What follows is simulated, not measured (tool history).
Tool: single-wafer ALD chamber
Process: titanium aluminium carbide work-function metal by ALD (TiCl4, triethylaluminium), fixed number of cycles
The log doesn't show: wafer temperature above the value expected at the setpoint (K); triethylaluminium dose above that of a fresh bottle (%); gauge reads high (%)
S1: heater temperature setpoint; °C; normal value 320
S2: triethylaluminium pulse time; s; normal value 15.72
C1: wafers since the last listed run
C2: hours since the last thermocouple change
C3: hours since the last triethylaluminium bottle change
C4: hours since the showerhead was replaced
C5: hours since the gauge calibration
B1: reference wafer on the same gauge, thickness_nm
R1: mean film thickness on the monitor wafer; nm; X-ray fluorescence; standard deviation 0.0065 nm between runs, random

run 1 hour=0 | S1=320 S2=20.52 | C1=0 C2=2922.2 C3=662.1 C4=6499.8 C5=528.8 | B1=1.891 | R1=2.145
-- hour=13.9 triethylaluminium bottle replaced
run 2 hour=29.4 | S1=320 S2=20.52 | C1=271 C2=2951.6 C3=15.5 C4=6529.2 C5=558.2 | B1=1.888 | R1=2.151
run 3 hour=64.1 | S1=320 S2=15.72 | C1=440 C2=2986.3 C3=50.2 C4=6563.9 C5=592.9 | B1=1.892 | R1=2.141
run 4 hour=76.3 | S1=320 S2=15.72 | C1=154 C2=2998.5 C3=62.4 C4=6576.1 C5=605.1 | B1=1.891 | R1=2.141
run 5 hour=175.4 | S1=320 S2=20.33 | C1=1259 C2=3097.6 C3=161.5 C4=6675.2 C5=704.2 | B1=1.891 | R1=2.136
run 6 hour=200.9 | S1=320 S2=15.72 | C1=323 C2=3123.1 C3=187 C4=6700.7 C5=729.7 | B1=1.889 | R1=2.13
-- hour=256.8 thermocouple changed; heater temperature recalibrated
run 7 hour=279 | S1=320 S2=15.72 | C1=890 C2=22.2 C3=265.1 C4=6778.8 C5=807.8 | B1=1.888 | R1=2.176
-- hour=294.4 gauge calibrated
run 8 hour=294.7 | S1=320 S2=15.72 | C1=199 C2=37.9 C3=280.8 C4=6794.5 C5=0.3 | B1=1.888 | R1=2.178
run 9 hour=308 | S1=326 S2=15.72 | C1=168 C2=51.2 C3=294.1 C4=6807.8 C5=13.6 | B1=1.891 | R1=2.241
run 10 hour=335.6 | S1=326 S2=15.72 | C1=350 C2=78.8 C3=321.7 C4=6835.4 C5=41.2 | B1=1.891 | R1=2.247
run 11 hour=358.2 | S1=330 S2=10.57 | C1=287 C2=101.4 C3=344.3 C4=6858 C5=63.8 | B1=1.891 | R1=2.258
run 12 hour=382.9 | S1=314 S2=15.72 | C1=313 C2=126.1 C3=369 C4=6882.7 C5=88.5 | B1=1.893 | R1=2.116
run 13 hour=404.2 | S1=320 S2=15.72 | C1=270 C2=147.4 C3=390.3 C4=6904 C5=109.8 | B1=1.889 | R1=2.16
run 14 hour=449.8 | S1=324 S2=12.16 | C1=579 C2=193 C3=435.9 C4=6949.6 C5=155.4 | B1=1.893 | R1=2.19
run 15 hour=479.9 | S1=326 S2=21.45 | C1=382 C2=223.1 C3=466 C4=6979.7 C5=185.5 | B1=1.888 | R1=2.228
run 16 hour=498.3 | S1=313 S2=12.18 | C1=233 C2=241.5 C3=484.4 C4=6998.1 C5=203.9 | B1=1.886 | R1=2.091
-- hour=528.6 showerhead replaced, of another model than before
run 17 hour=529.1 | S1=314 S2=20.92 | C1=289 C2=272.3 C3=515.2 C4=0.5 C5=234.7 | B1=1.888 | R1=2.116
run 18 hour=547.6 | S1=320 S2=15.72 | C1=235 C2=290.8 C3=533.7 C4=19 C5=253.2 | B1=1.888 | R1=2.179
run 19 hour=583.5 | S1=316 S2=12.8 | C1=456 C2=326.7 C3=569.6 C4=54.9 C5=289.1 | B1=1.892 | R1=2.089
run 20 hour=596.7 | S1=314 S2=18.71 | C1=167 C2=339.9 C3=582.8 C4=68.1 C5=302.3 | B1=1.889 | R1=2.112
run 21 hour=613.7 | S1=331 S2=15.72 | C1=215 C2=356.9 C3=599.8 C4=85.1 C5=319.3 | B1=1.886 | R1=2.284
run 22 hour=627.6 | S1=325 S2=20.72 | C1=176 C2=370.8 C3=613.7 C4=99 C5=333.2 | B1=1.889 | R1=2.224
-- hour=659.1 triethylaluminium bottle replaced
run 23 hour=659.6 | S1=334 S2=18.39 | C1=304 C2=402.8 C3=0.5 C4=131 C5=365.2 | B1=1.889 | R1=2.301
run 24 hour=689.2 | S1=320 S2=20.09 | C1=376 C2=432.4 C3=30.1 C4=160.6 C5=394.8 | B1=1.891 | R1=2.168
run 25 hour=717.9 | S1=320 S2=9.91 | C1=364 C2=461.1 C3=58.8 C4=189.3 C5=423.5 | B1=1.893 | R1=2.021
run 26 hour=731.6 | S1=307 S2=10.3 | C1=174 C2=474.8 C3=72.5 C4=203 C5=437.2 | B1=1.891 | R1=1.93
run 27 hour=766.7 | S1=311 S2=19.07 | C1=445 C2=509.9 C3=107.6 C4=238.1 C5=472.3 | B1=1.891 | R1=2.067
run 28 hour=794.9 | S1=308 S2=20.1 | C1=358 C2=538.1 C3=135.8 C4=266.3 C5=500.5 | B1=1.891 | R1=2.05
run 29 hour=830.5 | S1=320 S2=15.72 | C1=452 C2=573.7 C3=171.4 C4=301.9 C5=536.1 | B1=1.888 | R1=2.149
run 30 hour=844.8 | S1=320 S2=15.72 | C1=181 C2=588 C3=185.7 C4=316.2 C5=550.4 | B1=1.893 | R1=2.151
run 31 hour=878.2 | S1=333 S2=11.63 | C1=424 C2=621.4 C3=219.1 C4=349.6 C5=583.8 | B1=1.892 | R1=2.238
run 32 hour=893.6 | S1=320 S2=18.24 | C1=195 C2=636.8 C3=234.5 C4=365 C5=599.2 | B1=1.891 | R1=2.155
run 33 hour=923.6 | S1=320 S2=15.72 | C1=381 C2=666.8 C3=264.5 C4=395 C5=629.2 | B1=1.89 | R1=2.15

Across each entry between runs, compare the hidden state at the last listed run before it with the hidden state at the first listed run after it:
Run 1 -> run 2: triethylaluminium bottle replaced (hour 13.9)
  wafer temperature above the value expected at the setpoint (K): -4.93 -> -4.94
  measured result minus the result with no hidden state, R1: -0.05 -> -0.05 nm
Run 6 -> run 7: thermocouple changed; heater temperature recalibrated (hour 256.8)
  wafer temperature above the value expected at the setpoint (K): -4.98 -> -0.704
  measured result minus the result with no hidden state, R1: -0.051 -> -0.008 nm
Run 7 -> run 8: gauge calibrated (hour 294.4)
  wafer temperature above the value expected at the setpoint (K): -0.704 -> -0.807
  measured result minus the result with no hidden state, R1: -0.008 -> -0.008 nm
Run 16 -> run 17: showerhead replaced, of another model than before (hour 528.6)
  wafer temperature above the value expected at the setpoint (K): -1.99 -> -2.15
  measured result minus the result with no hidden state, R1: -0.02 -> -0.022 nm
Run 22 -> run 23: triethylaluminium bottle replaced (hour 659.1)
  wafer temperature above the value expected at the setpoint (K): -2.62 -> -2.76
  measured result minus the result with no hidden state, R1: -0.027 -> -0.028 nm
